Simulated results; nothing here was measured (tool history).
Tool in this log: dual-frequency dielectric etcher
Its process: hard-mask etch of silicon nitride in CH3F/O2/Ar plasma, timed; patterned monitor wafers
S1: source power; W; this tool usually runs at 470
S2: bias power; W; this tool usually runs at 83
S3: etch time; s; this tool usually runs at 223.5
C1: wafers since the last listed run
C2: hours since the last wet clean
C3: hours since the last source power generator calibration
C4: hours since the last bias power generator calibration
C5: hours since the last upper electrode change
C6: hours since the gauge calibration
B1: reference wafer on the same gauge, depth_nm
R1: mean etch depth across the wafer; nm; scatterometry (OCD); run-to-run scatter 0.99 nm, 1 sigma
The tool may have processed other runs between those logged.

{"run": 1, "hour": 0.0, "S1": 470, "S2": 77, "S3": 223.5, "C1": 0, "C2": 114.6, "C3": 2482.4, "C4": 5154.1, "C5": 3887.5, "C6": 879.3, "B1": 148.2, "R1": 170.8}
{"run": 2, "hour": 22.8, "S1": 470, "S2": 83, "S3": 223.5, "C1": 116, "C2": 137.4, "C3": 2505.2, "C4": 5176.9, "C5": 3910.3, "C6": 902.1, "B1": 147.8, "R1": 175.2}
{"run": 3, "hour": 43.2, "S1": 470, "S2": 83, "S3": 223.5, "C1": 103, "C2": 157.8, "C3": 2525.6, "C4": 5197.3, "C5": 3930.7, "C6": 922.5, "B1": 148.1, "R1": 174.6}
{"hour": 93.8, "done": "upper electrode replaced, of another model than before"}
{"run": 4, "hour": 94.3, "S1": 470, "S2": 83, "S3": 223.5, "C1": 138, "C2": 208.9, "C3": 2576.7, "C4": 5248.4, "C5": 0.5, "C6": 973.6, "B1": 148.1, "R1": 172.8}
{"run": 5, "hour": 104.5, "S1": 470, "S2": 83, "S3": 223.5, "C1": 51, "C2": 219.1, "C3": 2586.9, "C4": 5258.6, "C5": 10.7, "C6": 983.8, "B1": 148, "R1": 172.9}
{"run": 6, "hour": 128.1, "S1": 470, "S2": 83, "S3": 223.5, "C1": 120, "C2": 242.7, "C3": 2610.5, "C4": 5282.2, "C5": 34.3, "C6": 1007.4, "B1": 148, "R1": 171.7}
{"hour": 134.4, "done": "gauge calibrated"}
{"hour": 157.0, "done": "bias power generator calibrated"}
{"run": 7, "hour": 160.1, "S1": 470, "S2": 83, "S3": 223.5, "C1": 142, "C2": 274.7, "C3": 2642.5, "C4": 3.1, "C5": 66.3, "C6": 25.7, "B1": 148.1, "R1": 172.1}
{"hour": 221.4, "done": "wet clean of the chamber"}
{"run": 8, "hour": 258.4, "S1": 470, "S2": 83, "S3": 223.5, "C1": 378, "C2": 37, "C3": 2740.8, "C4": 101.4, "C5": 164.6, "C6": 124, "B1": 147.9, "R1": 180.2}
{"run": 9, "hour": 290.4, "S1": 380, "S2": 83, "S3": 192.5, "C1": 163, "C2": 69, "C3": 2772.8, "C4": 133.4, "C5": 196.6, "C6": 156, "B1": 148.1, "R1": 146.5}
{"run": 10, "hour": 310.4, "S1": 380, "S2": 102, "S3": 223.5, "C1": 101, "C2": 89, "C3": 2792.8, "C4": 153.4, "C5": 216.6, "C6": 176, "B1": 148.3, "R1": 192.5}
{"run": 11, "hour": 344.7, "S1": 420, "S2": 83, "S3": 176.5, "C1": 174, "C2": 123.3, "C3": 2827.1, "C4": 187.7, "C5": 250.9, "C6": 210.3, "B1": 148.1, "R1": 135.7}
{"run": 12, "hour": 405.8, "S1": 540, "S2": 96, "S3": 262, "C1": 311, "C2": 184.4, "C3": 2888.2, "C4": 248.8, "C5": 312, "C6": 271.4, "B1": 148, "R1": 234.5}
{"run": 13, "hour": 429.6, "S1": 470, "S2": 77, "S3": 223.5, "C1": 121, "C2": 208.2, "C3": 2912, "C4": 272.6, "C5": 335.8, "C6": 295.2, "B1": 148, "R1": 165.3}
{"run": 14, "hour": 459.5, "S1": 510, "S2": 96, "S3": 271, "C1": 152, "C2": 238.1, "C3": 2941.9, "C4": 302.5, "C5": 365.7, "C6": 325.1, "B1": 148.1, "R1": 235.7}
{"run": 15, "hour": 474.3, "S1": 470, "S2": 83, "S3": 223.5, "C1": 75, "C2": 252.9, "C3": 2956.7, "C4": 317.3, "C5": 380.5, "C6": 339.9, "B1": 147.9, "R1": 173.6}
{"run": 16, "hour": 563.2, "S1": 470, "S2": 77, "S3": 223.5, "C1": 453, "C2": 341.8, "C3": 3045.6, "C4": 406.2, "C5": 469.4, "C6": 428.8, "B1": 148.1, "R1": 164.4}
{"run": 17, "hour": 579.2, "S1": 510, "S2": 96, "S3": 271, "C1": 81, "C2": 357.8, "C3": 3061.6, "C4": 422.2, "C5": 485.4, "C6": 444.8, "B1": 147.9, "R1": 233.3}
{"hour": 608.2, "done": "wet clean of the chamber"}
{"run": 18, "hour": 608.7, "S1": 470, "S2": 72, "S3": 223.5, "C1": 28, "C2": 0.5, "C3": 3091.1, "C4": 451.7, "C5": 514.9, "C6": 474.3, "B1": 147.8, "R1": 164.2}
{"hour": 616.3, "done": "source power generator calibrated"}
{"run": 19, "hour": 627.1, "S1": 580, "S2": 103, "S3": 164, "C1": 73, "C2": 18.9, "C3": 10.8, "C4": 470.1, "C5": 533.3, "C6": 492.7, "B1": 148, "R1": 161}
{"run": 20, "hour": 645.3, "S1": 470, "S2": 83, "S3": 223.5, "C1": 92, "C2": 37.1, "C3": 29, "C4": 488.3, "C5": 551.5, "C6": 510.9, "B1": 148, "R1": 179.8}
{"run": 21, "hour": 680.0, "S1": 380, "S2": 83, "S3": 192.5, "C1": 176, "C2": 71.8, "C3": 63.7, "C4": 523, "C5": 586.2, "C6": 545.6, "B1": 148.2, "R1": 146.3}
{"run": 22, "hour": 693.7, "S1": 470, "S2": 96, "S3": 184.5, "C1": 69, "C2": 85.5, "C3": 77.4, "C4": 536.7, "C5": 599.9, "C6": 559.3, "B1": 148.3, "R1": 162.6}
{"run": 23, "hour": 715.7, "S1": 500, "S2": 83, "S3": 223.5, "C1": 112, "C2": 107.5, "C3": 99.4, "C4": 558.7, "C5": 621.9, "C6": 581.3, "B1": 148.2, "R1": 182.5}
{"run": 24, "hour": 733.9, "S1": 470, "S2": 83, "S3": 198.5, "C1": 92, "C2": 125.7, "C3": 117.6, "C4": 576.9, "C5": 640.1, "C6": 599.5, "B1": 147.8, "R1": 156.5}
{"run": 25, "hour": 763.4, "S1": 360, "S2": 83, "S3": 223.5, "C1": 150, "C2": 155.2, "C3": 147.1, "C4": 606.4, "C5": 669.6, "C6": 629, "B1": 147.8, "R1": 164.8}
{"run": 26, "hour": 793.1, "S1": 470, "S2": 69, "S3": 223.5, "C1": 151, "C2": 184.9, "C3": 176.8, "C4": 636.1, "C5": 699.3, "C6": 658.7, "B1": 147.9, "R1": 155.1}
{"run": 27, "hour": 814.1, "S1": 470, "S2": 83, "S3": 223.5, "C1": 107, "C2": 205.9, "C3": 197.8, "C4": 657.1, "C5": 720.3, "C6": 679.7, "B1": 147.8, "R1": 176.4}
{"run": 28, "hour": 848.3, "S1": 350, "S2": 93, "S3": 275, "C1": 174, "C2": 240.1, "C3": 232, "C4": 691.3, "C5": 754.5, "C6": 713.9, "B1": 148.2, "R1": 215.5}
{"run": 29, "hour": 883.3, "S1": 430, "S2": 101, "S3": 199, "C1": 178, "C2": 275.1, "C3": 267, "C4": 726.3, "C5": 789.5, "C6": 748.9, "B1": 148, "R1": 170.1}

For each run, what was the tool's unlogged condition?
source power that arrives over what is set, %: 0 on each run
bias power that arrives over what is set, %: 0 on each run
gauge reads high (%): 0 on each run
H1: etch rate over this chamber's usual, %
run=1 H1=-2.37
run=2 H1=-2.69
run=3 H1=-2.98
run=4 H1=-3.7
run=5 H1=-3.84
run=6 H1=-4.17
run=7 H1=-4.62
run=8 H1=-0.223
run=9 H1=-0.673
run=10 H1=-0.954
run=11 H1=-1.44
run=12 H1=-2.29
run=13 H1=-2.63
run=14 H1=-3.05
run=15 H1=-3.26
run=16 H1=-4.51
run=17 H1=-4.73
run=18 H1=0.773
run=19 H1=0.514
run=20 H1=0.259
run=21 H1=-0.229
run=22 H1=-0.421
run=23 H1=-0.73
run=24 H1=-0.986
run=25 H1=-1.4
run=26 H1=-1.82
run=27 H1=-2.11
run=28 H1=-2.59
run=29 H1=-3.09
